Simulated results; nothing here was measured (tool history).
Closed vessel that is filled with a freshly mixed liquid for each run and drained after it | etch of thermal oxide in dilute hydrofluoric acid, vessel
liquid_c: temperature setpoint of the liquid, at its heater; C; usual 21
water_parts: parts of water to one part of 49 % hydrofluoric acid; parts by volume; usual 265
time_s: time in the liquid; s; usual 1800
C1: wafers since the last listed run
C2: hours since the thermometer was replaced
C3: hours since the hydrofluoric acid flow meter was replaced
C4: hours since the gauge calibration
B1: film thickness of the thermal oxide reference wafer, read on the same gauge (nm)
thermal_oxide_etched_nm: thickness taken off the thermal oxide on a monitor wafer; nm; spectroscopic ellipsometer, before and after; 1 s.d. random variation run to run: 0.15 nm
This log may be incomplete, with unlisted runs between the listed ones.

Run 1, hour 0: usual settings; C1 0; C2 1999.9; C3 1092.9; C4 113.7; B1 150.04. Result: thermal_oxide_etched_nm 21.05 nm.
Run 2, hour 25.3: usual settings; C1 961; C2 2025.2; C3 1118.2; C4 139; B1 149.99. Result: thermal_oxide_etched_nm 20.98 nm.
Run 3, hour 55.4: usual settings but liquid_c 24.5 C, water_parts 365 parts by volume; C1 1143; C2 2055.3; C3 1148.3; C4 169.1; B1 150. Result: thermal_oxide_etched_nm 15.93 nm.
Run 4, hour 80.8: usual settings but liquid_c 24.5 C, water_parts 365 parts by volume; C1 964; C2 2080.7; C3 1173.7; C4 194.5; B1 149.99. Result: thermal_oxide_etched_nm 15.69 nm.
At hour 102.7: gauge calibrated.
Run 5, hour 181.1: usual settings but liquid_c 24.5 C, water_parts 365 parts by volume; C1 3810; C2 2181; C3 1274; C4 78.4; B1 150.04. Result: thermal_oxide_etched_nm 15.98 nm.
Run 6, hour 213.6: usual settings but water_parts 350 parts by volume; C1 1234; C2 2213.5; C3 1306.5; C4 110.9; B1 150.01. Result: thermal_oxide_etched_nm 14.9 nm.
Run 7, hour 231.2: usual settings but water_parts 350 parts by volume; C1 668; C2 2231.1; C3 1324.1; C4 128.5; B1 149.99. Result: thermal_oxide_etched_nm 14.55 nm.
Run 8, hour 266.6: usual settings but water_parts 350 parts by volume; C1 1344; C2 2266.5; C3 1359.5; C4 163.9; B1 149.99. Result: thermal_oxide_etched_nm 14.96 nm.
Run 9, hour 301.6: usual settings; C1 1329; C2 2301.5; C3 1394.5; C4 198.9; B1 150. Result: thermal_oxide_etched_nm 21.45 nm.
At hour 303.7: hydrofluoric acid flow meter replaced.
Run 10, hour 324.7: usual settings but liquid_c 26 C, water_parts 395 parts by volume; C1 839; C2 2324.6; C3 21; C4 222; B1 150. Result: thermal_oxide_etched_nm 14.86 nm.
At hour 334.3: thermometer replaced.
Run 11, hour 348.7: usual settings but liquid_c 18 C, time_s 820 s; C1 873; C2 14.4; C3 45; C4 246; B1 150.02. Result: thermal_oxide_etched_nm 8.63 nm.

What will run 12 give?
At hour 350: gauge calibrated.
Run 12, hour 369.8: usual settings; C1 801; C2 35.5; C3 66.1; C4 19.8; B1 ?. Result: thermal_oxide_etched_nm ?.

B1: 149.99
thermal_oxide_etched_nm: 21.53 nm
If the tool had no hidden condition, the same run with the same run-to-run variation would have returned thermal_oxide_etched_nm 21.53 nm.

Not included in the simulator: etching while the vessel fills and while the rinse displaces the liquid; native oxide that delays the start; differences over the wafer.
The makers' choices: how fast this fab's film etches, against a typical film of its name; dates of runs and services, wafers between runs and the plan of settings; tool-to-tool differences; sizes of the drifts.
